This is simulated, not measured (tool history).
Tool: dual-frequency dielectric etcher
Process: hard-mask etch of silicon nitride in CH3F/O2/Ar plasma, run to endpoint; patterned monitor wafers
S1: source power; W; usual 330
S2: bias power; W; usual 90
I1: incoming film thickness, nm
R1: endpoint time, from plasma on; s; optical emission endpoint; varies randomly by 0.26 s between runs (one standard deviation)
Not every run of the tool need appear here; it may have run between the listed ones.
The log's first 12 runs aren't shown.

{"run": 13, "hour": 331.1, "S1": 330, "S2": 90, "I1": 46.3, "R1": 63.1}
{"run": 14, "hour": 348.8, "S1": 360, "S2": 104, "I1": 46.3, "R1": 59.3}
{"run": 15, "hour": 377.9, "S1": 350, "S2": 110, "I1": 46.69, "R1": 58.9}
{"run": 16, "hour": 391.3, "S1": 370, "S2": 70, "I1": 46.25, "R1": 64.9}
{"hour": 403.3, "done": "source power generator calibrated"}
{"hour": 409.7, "done": "bias power generator calibrated"}
{"run": 17, "hour": 410.1, "S1": 390, "S2": 81, "I1": 46.3, "R1": 61.5}
{"run": 18, "hour": 428.7, "S1": 330, "S2": 90, "I1": 46.21, "R1": 63.2}
{"run": 19, "hour": 455.3, "S1": 370, "S2": 75, "I1": 46.37, "R1": 63.7}
{"run": 20, "hour": 478.9, "S1": 410, "S2": 90, "I1": 46.54, "R1": 59.1}
{"run": 21, "hour": 497.1, "S1": 360, "S2": 109, "I1": 46.15, "R1": 57.6}
{"run": 22, "hour": 530.3, "S1": 350, "S2": 90, "I1": 46.3, "R1": 61.4}
{"run": 23, "hour": 558.8, "S1": 380, "S2": 90, "I1": 46.21, "R1": 59.4}
{"run": 24, "hour": 585.3, "S1": 330, "S2": 90, "I1": 46.85, "R1": 63.2}
{"run": 25, "hour": 611.0, "S1": 300, "S2": 110, "I1": 46.51, "R1": 60.7}
{"hour": 654.7, "done": "wet clean of the chamber"}
{"run": 26, "hour": 655.2, "S1": 330, "S2": 90, "I1": 46.29, "R1": 64.2}
{"run": 27, "hour": 655.6, "S1": 280, "S2": 75, "I1": 46.93, "R1": 72.0}
{"run": 28, "hour": 675.4, "S1": 330, "S2": 90, "I1": 46.64, "R1": 64.6}
{"run": 29, "hour": 703.1, "S1": 390, "S2": 71, "I1": 46.31, "R1": 65.4}
{"run": 30, "hour": 736.2, "S1": 330, "S2": 90, "I1": 46.05, "R1": 64.2}
{"run": 31, "hour": 749.9, "S1": 330, "S2": 96, "I1": 46.01, "R1": 62.6}
{"run": 32, "hour": 767.9, "S1": 400, "S2": 111, "I1": 46.45, "R1": 57.0}
{"run": 33, "hour": 800.8, "S1": 260, "S2": 78, "I1": 46.55, "R1": 70.9}
{"run": 34, "hour": 814.8, "S1": 330, "S2": 90, "I1": 46.6, "R1": 64.2}

Here are 5 independent what-if runs from the current tool condition. What would each one return?
{"run": "A", "hour": 815.2, "S1": 330, "S2": 79, "I1": 46.47, "R1": "?"}
{"run": "B", "hour": 815.2, "S1": 330, "S2": 83, "I1": 46.47, "R1": "?"}
{"run": "C", "hour": 815.2, "S1": 350, "S2": 72, "I1": 46.47, "R1": "?"}
{"run": "D", "hour": 815.2, "S1": 260, "S2": 90, "I1": 46.47, "R1": "?"}
{"run": "E", "hour": 815.2, "S1": 330, "S2": 104, "I1": 46.47, "R1": "?"}

run=A R1=65.8
run=B R1=65.0
run=C R1=66.3
run=D R1=67.9
run=E R1=61.1
Without the tool's unlogged condition, the same runs would have read:
run=A R1=66.7
run=B R1=65.9
run=C R1=67.1
run=D R1=68.9
run=E R1=61.9
